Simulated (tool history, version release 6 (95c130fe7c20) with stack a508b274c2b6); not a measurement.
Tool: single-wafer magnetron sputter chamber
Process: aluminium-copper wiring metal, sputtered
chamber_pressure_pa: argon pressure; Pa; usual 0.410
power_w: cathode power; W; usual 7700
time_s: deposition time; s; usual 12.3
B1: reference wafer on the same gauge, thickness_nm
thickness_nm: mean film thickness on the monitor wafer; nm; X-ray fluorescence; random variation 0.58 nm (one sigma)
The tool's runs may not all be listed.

{"run": 1, "hour": 0.0, "chamber_pressure_pa": 0.41, "power_w": 7700, "time_s": 10.4, "B1": 169.968, "thickness_nm": 146.133}
{"run": 2, "hour": 8.2, "chamber_pressure_pa": 0.41, "power_w": 7700, "time_s": 10.4, "B1": 169.879, "thickness_nm": 147.156}
{"run": 3, "hour": 14.2, "chamber_pressure_pa": 0.41, "power_w": 7700, "time_s": 10.4, "B1": 169.877, "thickness_nm": 146.49}
{"run": 4, "hour": 32.1, "chamber_pressure_pa": 0.41, "power_w": 7700, "time_s": 12.3, "B1": 169.801, "thickness_nm": 173.346}
{"run": 5, "hour": 38.6, "chamber_pressure_pa": 0.41, "power_w": 7700, "time_s": 12.3, "B1": 170.331, "thickness_nm": 173.279}
{"hour": 56.8, "done": "sputter target and shields replaced"}
{"run": 6, "hour": 57.3, "chamber_pressure_pa": 0.41, "power_w": 7700, "time_s": 12.3, "B1": 169.716, "thickness_nm": 179.948}
{"run": 7, "hour": 65.1, "chamber_pressure_pa": 0.41, "power_w": 7700, "time_s": 12.3, "B1": 170.163, "thickness_nm": 178.226}
{"run": 8, "hour": 77.2, "chamber_pressure_pa": 0.41, "power_w": 7700, "time_s": 12.3, "B1": 169.813, "thickness_nm": 177.124}
{"run": 9, "hour": 126.5, "chamber_pressure_pa": 0.41, "power_w": 7700, "time_s": 12.3, "B1": 170.231, "thickness_nm": 174.165}
{"hour": 128.7, "done": "gauge calibrated"}
{"run": 10, "hour": 141.6, "chamber_pressure_pa": 0.41, "power_w": 7700, "time_s": 12.3, "B1": 170.169, "thickness_nm": 172.755}
{"run": 11, "hour": 157.3, "chamber_pressure_pa": 0.41, "power_w": 7700, "time_s": 12.3, "B1": 170.118, "thickness_nm": 172.486}
{"hour": 178.5, "done": "capacitance manometer re-zeroed and calibrated"}
{"run": 12, "hour": 178.8, "chamber_pressure_pa": 0.41, "power_w": 7700, "time_s": 12.3, "B1": 169.883, "thickness_nm": 172.429}
{"run": 13, "hour": 188.3, "chamber_pressure_pa": 0.41, "power_w": 8600, "time_s": 12.3, "B1": 170.129, "thickness_nm": 193.123}
{"run": 14, "hour": 195.1, "chamber_pressure_pa": 0.41, "power_w": 8600, "time_s": 12.3, "B1": 170.203, "thickness_nm": 191.342}
{"hour": 205.2, "done": "sputter target and shields replaced"}
{"run": 15, "hour": 205.7, "chamber_pressure_pa": 0.41, "power_w": 7700, "time_s": 12.3, "B1": 170.212, "thickness_nm": 179.684}
{"hour": 218.0, "done": "magnet pack replaced, of another model than before"}
{"run": 16, "hour": 223.8, "chamber_pressure_pa": 0.41, "power_w": 7700, "time_s": 11.1, "B1": 169.895, "thickness_nm": 160.224}
{"run": 17, "hour": 230.7, "chamber_pressure_pa": 0.41, "power_w": 7700, "time_s": 12.3, "B1": 170.071, "thickness_nm": 176.822}
{"run": 18, "hour": 237.7, "chamber_pressure_pa": 0.41, "power_w": 7700, "time_s": 10.4, "B1": 169.986, "thickness_nm": 148.954}
{"run": 19, "hour": 244.9, "chamber_pressure_pa": 0.41, "power_w": 7700, "time_s": 13.7, "B1": 170.061, "thickness_nm": 195.317}
{"run": 20, "hour": 252.1, "chamber_pressure_pa": 0.41, "power_w": 7700, "time_s": 12.3, "B1": 169.861, "thickness_nm": 174.963}
{"run": 21, "hour": 301.7, "chamber_pressure_pa": 0.41, "power_w": 7700, "time_s": 12.3, "B1": 169.988, "thickness_nm": 173.267}
{"run": 22, "hour": 309.8, "chamber_pressure_pa": 0.268, "power_w": 9100, "time_s": 12.3, "B1": 170.131, "thickness_nm": 220.862}
{"run": 23, "hour": 327.6, "chamber_pressure_pa": 0.283, "power_w": 6400, "time_s": 13.7, "B1": 170.183, "thickness_nm": 174.391}
{"run": 24, "hour": 341.2, "chamber_pressure_pa": 0.41, "power_w": 7700, "time_s": 14.6, "B1": 170.356, "thickness_nm": 204.427}
{"hour": 349.4, "done": "sputter target and shields replaced"}
{"run": 25, "hour": 350.6, "chamber_pressure_pa": 0.509, "power_w": 7700, "time_s": 12.3, "B1": 170.257, "thickness_nm": 168.68}
{"run": 26, "hour": 360.4, "chamber_pressure_pa": 0.48, "power_w": 7700, "time_s": 12.3, "B1": 169.874, "thickness_nm": 171.819}
{"hour": 365.3, "done": "gauge calibrated"}
{"run": 27, "hour": 366.9, "chamber_pressure_pa": 0.28, "power_w": 5900, "time_s": 12.3, "B1": 170.148, "thickness_nm": 148.345}
{"run": 28, "hour": 376.9, "chamber_pressure_pa": 0.304, "power_w": 6500, "time_s": 10.9, "B1": 169.932, "thickness_nm": 141.889}
{"run": 29, "hour": 385.8, "chamber_pressure_pa": 0.41, "power_w": 7700, "time_s": 12.3, "B1": 169.918, "thickness_nm": 176.117}

Forecast each of these 5 alternatives for the next run:
{"run": "A", "hour": 386.2, "chamber_pressure_pa": 0.41, "power_w": 7700, "time_s": 12.3, "B1": "?", "thickness_nm": "?"}
{"run": "B", "hour": 386.2, "chamber_pressure_pa": 0.289, "power_w": 7700, "time_s": 14.4, "B1": "?", "thickness_nm": "?"}
{"run": "C", "hour": 386.2, "chamber_pressure_pa": 0.533, "power_w": 9400, "time_s": 10.9, "B1": "?", "thickness_nm": "?"}
{"run": "D", "hour": 386.2, "chamber_pressure_pa": 0.346, "power_w": 6900, "time_s": 13.0, "B1": "?", "thickness_nm": "?"}
{"run": "E", "hour": 386.2, "chamber_pressure_pa": 0.41, "power_w": 7700, "time_s": 11.0, "B1": "?", "thickness_nm": "?"}

run=A B1=170.154 thickness_nm=176.150
run=B B1=170.154 thickness_nm=221.223
run=C B1=170.154 thickness_nm=176.360
run=D B1=170.154 thickness_nm=173.986
run=E B1=170.154 thickness_nm=157.532
Without the tool's hidden state the same runs would have given:
run=A thickness_nm=180.637
run=B thickness_nm=226.858
run=C thickness_nm=180.853
run=D thickness_nm=178.419
run=E thickness_nm=161.545
